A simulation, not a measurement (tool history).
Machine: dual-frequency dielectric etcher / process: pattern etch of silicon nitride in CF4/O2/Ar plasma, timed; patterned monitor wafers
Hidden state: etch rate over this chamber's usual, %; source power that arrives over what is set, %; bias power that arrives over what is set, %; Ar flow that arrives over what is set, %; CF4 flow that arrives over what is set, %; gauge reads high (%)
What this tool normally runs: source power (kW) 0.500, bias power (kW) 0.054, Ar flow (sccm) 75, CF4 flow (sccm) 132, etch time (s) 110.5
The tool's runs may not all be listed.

run,hour,source power (kW),bias power (kW),Ar flow (sccm),CF4 flow (sccm),etch time (s),wafers since the last listed run,hours since the last wet clean,hours since the last source power generator calibration,hours since the last bias power generator calibration,hours since the last Ar flow controller change,hours since the last CF4 flow controller change,hours since the last upper electrode change,hours since the gauge calibration,"read-back reference wafer on the same gauge, depth_nm",mean etch depth across the wafer (Å)
1,0.0,0.500,0.054,75,121,110.5,0,197.4,5434.0,4554.2,1271.4,3044.5,5640.6,19.9,241.1,2076
# hour 64.3: upper electrode replaced
2,64.8,0.500,0.054,75,132,89.5,427,262.2,5498.8,4619.0,1336.2,3109.3,0.5,84.7,241.0,1704
3,108.4,0.500,0.054,75,132,89.5,456,305.8,5542.4,4662.6,1379.8,3152.9,44.1,128.3,241.1,1704
4,152.6,0.500,0.054,75,132,110.5,462,350.0,5586.6,4706.8,1424.0,3197.1,88.3,172.5,240.9,2104
5,179.8,0.500,0.054,75,132,110.5,284,377.2,5613.8,4734.0,1451.2,3224.3,115.5,199.7,241.1,2099
# hour 220.5: wet clean of the chamber
# hour 223.5: source power generator calibrated
6,224.0,0.500,0.046,75,132,80.0,180,3.5,0.5,4778.2,1495.4,3268.5,159.7,243.9,241.1,1474
7,268.3,0.500,0.067,82,132,129.5,463,47.8,44.8,4822.5,1539.7,3312.8,204.0,288.2,241.1,2904
# hour 298.9: bias power generator calibrated
8,305.8,0.500,0.054,75,132,110.5,350,85.3,82.3,6.9,1577.2,3350.3,241.5,325.7,241.2,2157
9,342.9,0.500,0.054,75,132,110.5,388,122.4,119.4,44.0,1614.3,3387.4,278.6,362.8,241.0,2161
10,385.5,0.500,0.054,85,132,110.5,446,165.0,162.0,86.6,1656.9,3430.0,321.2,405.4,241.1,2131
11,442.3,0.560,0.061,75,116,98.5,594,221.8,218.8,143.4,1713.7,3486.8,378.0,462.2,240.9,2258
12,487.8,0.500,0.044,75,147,132.0,476,267.3,264.3,188.9,1759.2,3532.3,423.5,507.7,241.0,2335
13,512.4,0.500,0.054,75,132,110.5,257,291.9,288.9,213.5,1783.8,3556.9,448.1,532.3,240.8,2144
14,580.2,0.420,0.040,75,132,100.0,710,359.7,356.7,281.3,1851.6,3624.7,515.9,600.1,241.1,1359
# hour 596.6: Ar flow controller replaced
15,643.1,0.430,0.054,92,132,110.5,595,422.6,419.6,344.2,46.5,3687.6,578.8,663.0,241.2,1783
# hour 726.4: CF4 flow controller replaced
# hour 728.8: wet clean of the chamber
16,729.3,0.590,0.054,87,132,142.0,815,0.5,505.8,430.4,132.7,2.9,665.0,749.2,241.1,3214
17,780.9,0.500,0.043,75,132,110.5,540,52.1,557.4,482.0,184.3,54.5,716.6,800.8,240.7,1890
18,837.8,0.500,0.043,75,114,110.5,595,109.0,614.3,538.9,241.2,111.4,773.5,857.7,240.9,1843
19,1026.0,0.430,0.054,75,145,95.0,1971,297.2,802.5,727.1,429.4,299.6,961.7,1045.9,240.9,1584
20,1060.3,0.390,0.054,75,132,98.0,359,331.5,836.8,761.4,463.7,333.9,996.0,1080.2,241.0,1448

Here are 5 independent what-if runs from the current tool condition. What would each one return?
A,1060.7,0.500,0.054,75,155,110.5,4,331.9,837.2,761.8,464.1,334.3,996.4,1080.6,?,?
B,1060.7,0.500,0.054,69,132,110.5,4,331.9,837.2,761.8,464.1,334.3,996.4,1080.6,?,?
C,1060.7,0.500,0.064,75,132,110.5,4,331.9,837.2,761.8,464.1,334.3,996.4,1080.6,?,?
D,1060.7,0.500,0.054,75,132,128.0,4,331.9,837.2,761.8,464.1,334.3,996.4,1080.6,?,?
E,1060.7,0.580,0.050,70,116,110.5,4,331.9,837.2,761.8,464.1,334.3,996.4,1080.6,?,?

run,"read-back reference wafer on the same gauge, depth_nm",mean etch depth across the wafer (Å)
A,241.0,2187
B,241.0,2165
C,241.0,2346
D,241.0,2485
E,241.0,2377
Had the tool no hidden state, the same runs would have come out as:
run,mean etch depth across the wafer (Å)
A,2227
B,2204
C,2388
D,2530
E,2421
